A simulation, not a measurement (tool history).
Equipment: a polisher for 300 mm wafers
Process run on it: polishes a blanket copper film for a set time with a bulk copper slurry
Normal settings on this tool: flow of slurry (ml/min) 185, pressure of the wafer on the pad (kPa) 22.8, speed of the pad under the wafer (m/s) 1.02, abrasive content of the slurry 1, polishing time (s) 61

run   hour  flow of slurry (ml/min)  pressure of the wafer on the pad (kPa)  speed of the pad under the wafer (m/s)  abrasive content of the slurry  polishing time (s)  incoming thickness of the incoming film, nm  film removed (angstrom)
  1      0                      185                                    22.8                                    0.94                               1                  61                                       2480.7                     5120
  2   44.8                      185                                    22.8                                    1.02                               1                  61                                       2481.4                     5666
  3   73.3                      185                                    22.8                                    1.02                               1                  61                                       2513.7                     5521
  4   96.5                      185                                    22.8                                    1.02                               1                  61                                       2473.6                     5735
  5  130.7                      185                                    22.8                                    1.02                               1                  61                                       2454.2                     5709
  6  146.2                      185                                    22.8                                    1.02                               1                  61                                       2483.9                     5768
  7  166.7                      185                                    22.8                                    1.02                               1                  61                                       2526.2                     5699
  8  196.9                      185                                    22.8                                    1.02                               1                  61                                       2485.1                     5684
  9  228.1                      185                                    22.8                                    1.02                               1                  61                                       2470.3                     5671
 10  257.5                      185                                    22.8                                    1.02                               1                  61                                       2484.9                     5627
 11    283                      185                                    22.8                                    1.02                               1                  61                                       2488.7                     5837
 12  298.4                      185                                    22.8                                    1.02                               1                  61                                       2465.8                     5912
 13  329.9                      185                                    22.8                                    1.02                               1                  61                                       2473.8                     5721
 14  342.1                      185                                    22.8                                    1.02                               1                  61                                       2491.5                     5727
 15  373.9                      185                                    22.8                                     1.3                             1.3                  61                                       2487.1                     7681
 16    402                      155                                    22.8                                     1.2                               1                  61                                       2527.4                     6531
 17  494.3                      185                                    22.8                                    1.02                               1                  61                                       2520.8                     5852
 18  510.1                      185                                    22.8                                    1.02                               1                  61                                       2475.8                     5855
 19  537.4                      185                                    22.8                                    0.92                            1.25                  61                                       2458.9                     5460
 20  572.5                      155                                      31                                    1.02                            1.25                  61                                       2520.1                     8054
 21  599.4                      220                                    15.9                                    0.72                            0.75                  61                                       2480.7                     2739
 22  615.5                      185                                    22.8                                    1.02                               1                  61                                         2475                     5735
 23  650.6                      225                                    14.5                                     0.8                               1                  44                                       2466.7                     2055
 24  676.5                      185                                    22.8                                     1.3                            0.85                  81                                       2483.2                     9324
 25  690.9                      225                                    29.6                                    1.02                               1                  41                                       2473.4                     4881
 26  707.3                      165                                    22.8                                    1.02                               1                  67                                       2474.3                     6324
 27  739.5                      185                                    22.8                                    1.02                               1                  61                                       2493.9                     5774
 28  773.4                      215                                    22.8                                     0.9                               1                  61                                         2487                     5161
 29    787                      185                                    22.8                                    0.76                               1                  61                                       2519.1                     4303
 30  805.2                      210                                    26.9                                    1.24                            1.25                  61                                       2468.5                     8689

Removed from this log: 11 entries logged between the listed runs. Between which two listed runs does each belong, and how does the tool's hidden state at the listed run before it compare with that at the listed run after it?
Logged between run 2 and run 3: worn pad replaced by a new one (hour 65.3)
  abrasive missing from the slurry, %: 29 -> 33.4
  measured minus no-state result, film removed (angstrom): -295 -> -339
Logged between run 3 and run 4: slurry blender recalibrated (hour 78)
  abrasive missing from the slurry, %: 33.4 -> 8.13
  measured minus no-state result, film removed (angstrom): -339 -> -76
Logged between run 8 and run 9: head pressure recalibrated (hour 205.5); worn pad replaced by a new one (hour 227.6)
  abrasive missing from the slurry, %: 23.7 -> 28.5
  measured minus no-state result, film removed (angstrom): -236 -> -291
Logged between run 9 and run 10: slurry nozzle cleaned (hour 255.8)
  abrasive missing from the slurry, %: 28.5 -> 33.1
  measured minus no-state result, film removed (angstrom): -291 -> -343
Logged between run 10 and run 11: slurry blender recalibrated (hour 270.4)
  abrasive missing from the slurry, %: 33.1 -> 3.12
  measured minus no-state result, film removed (angstrom): -343 -> -30
Logged between run 15 and run 16: worn pad replaced by a new one (hour 401.5)
  abrasive missing from the slurry, %: 17.2 -> 21.6
  measured minus no-state result, film removed (angstrom): -231 -> -244
Logged between run 16 and run 17: slurry blender recalibrated (hour 478.3)
  abrasive missing from the slurry, %: 21.6 -> 4.4
  measured minus no-state result, film removed (angstrom): -244 -> -41
Logged between run 20 and run 21: worn pad replaced by a new one (hour 585.9)
  abrasive missing from the slurry, %: 16.5 -> 20.7
  measured minus no-state result, film removed (angstrom): -230 -> -96
Logged between run 25 and run 26: slurry blender recalibrated (hour 693.2)
  abrasive missing from the slurry, %: 34.9 -> 3.15
  measured minus no-state result, film removed (angstrom): -316 -> -32
Logged between run 28 and run 29: worn pad replaced by a new one (hour 780.1)
  abrasive missing from the slurry, %: 13.4 -> 15.5
  measured minus no-state result, film removed (angstrom): -116 -> -113
